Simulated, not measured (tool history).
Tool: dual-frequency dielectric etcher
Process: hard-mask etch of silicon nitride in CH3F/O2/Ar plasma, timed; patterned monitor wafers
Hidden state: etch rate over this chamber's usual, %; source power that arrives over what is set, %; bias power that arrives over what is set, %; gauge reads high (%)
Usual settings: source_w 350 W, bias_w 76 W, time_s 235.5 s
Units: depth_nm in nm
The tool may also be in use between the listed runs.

run     day  source_w  bias_w  time_s  wafers since the last listed run  hours since the last wet clean  hours since the last source power generator calibration  hours since the last bias power generator calibration  hours since the last upper electrode change  hours since the gauge calibration  read-back reference wafer on the same gauge, depth_nm  depth_nm
  1   0.000       350      86   264.0                                 0                            89.7                                                   3038.9                                                   65.6                                       2192.0                             1230.1                                                  160.0     182.0
  2   1.729       350      86   264.0                               154                           131.2                                                   3080.4                                                  107.1                                       2233.5                             1271.6                                                  160.1     180.8
  3   2.733       350      76   235.5                                89                           155.3                                                   3104.5                                                  131.2                                       2257.6                             1295.7                                                  160.0     153.8
  4   4.725       350      76   235.5                               177                           203.1                                                   3152.3                                                  179.0                                       2305.4                             1343.5                                                  160.1     153.0
  5   6.854       380      87   235.5                               190                           254.2                                                   3203.4                                                  230.1                                       2356.5                             1394.6                                                  160.1     167.5
  6   8.288       380      87   235.5                               127                           288.6                                                   3237.8                                                  264.5                                       2390.9                             1429.0                                                  160.0     167.2
  7  11.212       350      76   235.5                               261                           358.8                                                   3308.0                                                  334.7                                       2461.1                             1499.2                                                  160.1     152.0
  8  12.571       350      76   235.5                               121                           391.4                                                   3340.6                                                  367.3                                       2493.7                             1531.8                                                  159.9     150.8
  9  14.521       350      76   235.5                               174                           438.2                                                   3387.4                                                  414.1                                       2540.5                             1578.6                                                  160.1     151.3
 10  16.038       350      76   235.5                               135                           474.6                                                   3423.8                                                  450.5                                       2576.9                             1615.0                                                  160.1     150.9
 11  17.858       390      76   235.5                               162                           518.3                                                   3467.5                                                  494.2                                       2620.6                             1658.7                                                  160.1     157.6
     19.033  -- upper electrode replaced
 12  20.129       290      93   269.5                               113                           572.8                                                   3522.0                                                  548.7                                         26.3                             1713.2                                                  160.1     167.2
     23.429  -- wet clean of the chamber
 13  23.450       350      92   235.5                               207                             0.5                                                   3601.7                                                  628.4                                        106.0                             1792.9                                                  160.0     165.4
 14  24.704       350      82   235.5                               111                            30.6                                                   3631.8                                                  658.5                                        136.1                             1823.0                                                  160.1     158.4
 15  27.283       350      76   303.0                               230                            92.5                                                   3693.7                                                  720.4                                        198.0                             1884.9                                                  160.0     196.5
 16  35.867       270      76   235.5                               766                           298.5                                                   3899.7                                                  926.4                                        404.0                             2090.9                                                  160.1     132.0
 17  38.346       350      76   235.5                               221                           358.0                                                   3959.2                                                  985.9                                        463.5                             2150.4                                                  160.1     149.4
     38.629  -- gauge calibrated
 18  39.379       350      87   195.5                                92                           382.8                                                   3984.0                                                 1010.7                                        488.3                               18.0                                                  160.1     130.7
 19  42.121       350      76   171.5                               244                           448.6                                                   4049.8                                                 1076.5                                        554.1                               83.8                                                  159.9     108.5
 20  45.042       400      88   235.5                               260                           518.7                                                   4119.9                                                 1146.6                                        624.2                              153.9                                                  160.1     166.5
     46.333  -- source power generator calibrated
     47.367  -- wet clean of the chamber
 21  47.388       290      94   287.0                               105                             0.5                                                     25.3                                                 1202.9                                        680.5                              210.2                                                  159.9     193.8

Run 22 comes next. What will it give?
 22  47.938       350      76   297.5                                49                            13.7                                                     38.5                                                 1216.1                                        693.7                              223.4                                                      ?         ?

Run 22 gave read-back reference wafer on the same gauge, depth_nm 160.0, depth_nm 202.6 nm.
Without the tool's hidden state the same run would have given depth_nm 200.7 nm.
